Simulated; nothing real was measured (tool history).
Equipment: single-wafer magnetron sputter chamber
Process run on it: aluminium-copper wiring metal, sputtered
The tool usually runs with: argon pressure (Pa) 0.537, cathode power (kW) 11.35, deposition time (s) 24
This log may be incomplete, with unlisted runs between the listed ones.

| run | hour | argon pressure (Pa) | cathode power (kW) | deposition time (s) | read-back reference wafer on the same gauge, thickness_nm | mean film thickness on the monitor wafer (angstrom) |
|---|---|---|---|---|---|---|
| 1 | 0 | 0.537 | 12.4 | 26.6 | 372.876 | 5345.95 |
|  | 42.9 | sputter target and shields replaced |
| 2 | 91.8 | 0.537 | 11.35 | 21.4 | 372.83 | 4035.98 |
| 3 | 191.5 | 0.537 | 11.35 | 21.4 | 372.811 | 3970.24 |
| 4 | 238.6 | 0.537 | 11.35 | 21.4 | 372.787 | 3953.92 |
|  | 260.1 | sputter target and shields replaced |
| 5 | 277.7 | 0.537 | 9.55 | 21.5 | 373.034 | 3419.64 |
| 6 | 329.5 | 0.537 | 11.35 | 26.8 | 372.707 | 5032.38 |
|  | 331 | gauge calibrated |
|  | 464.4 | sputter target and shields replaced |
|  | 591.1 | capacitance manometer re-zeroed and calibrated |
| 7 | 653 | 0.537 | 11.35 | 26.8 | 373.049 | 4870.61 |
|  | 679.8 | magnet pack replaced |
|  | 713.9 | sputter target and shields replaced |
| 8 | 714.4 | 0.537 | 11.35 | 26.8 | 372.77 | 5007.53 |
| 9 | 749.7 | 0.71 | 14.05 | 28.1 | 372.832 | 5784.81 |
| 10 | 838.8 | 0.537 | 11.35 | 24 | 372.974 | 4414.98 |
| 11 | 908.4 | 0.666 | 10.2 | 27.3 | 373.201 | 4133.11 |
|  | 954.5 | sputter target and shields replaced |
| 12 | 981.6 | 0.392 | 8.75 | 26.9 | 372.886 | 4262.42 |
| 13 | 1038.4 | 0.537 | 10.35 | 24 | 372.859 | 4063.82 |

What does the tool deliver on the next run?
| 14 | 1087.1 | 0.445 | 11.35 | 24 | ? | ? |

{"run 14": {"read-back reference wafer on the same gauge, thickness_nm": 373.005, "mean film thickness on the monitor wafer (angstrom)": 4693.66}}
On a tool with no hidden condition, and with the same random variation, this run would have come out at mean film thickness on the monitor wafer (angstrom) 4738.67.
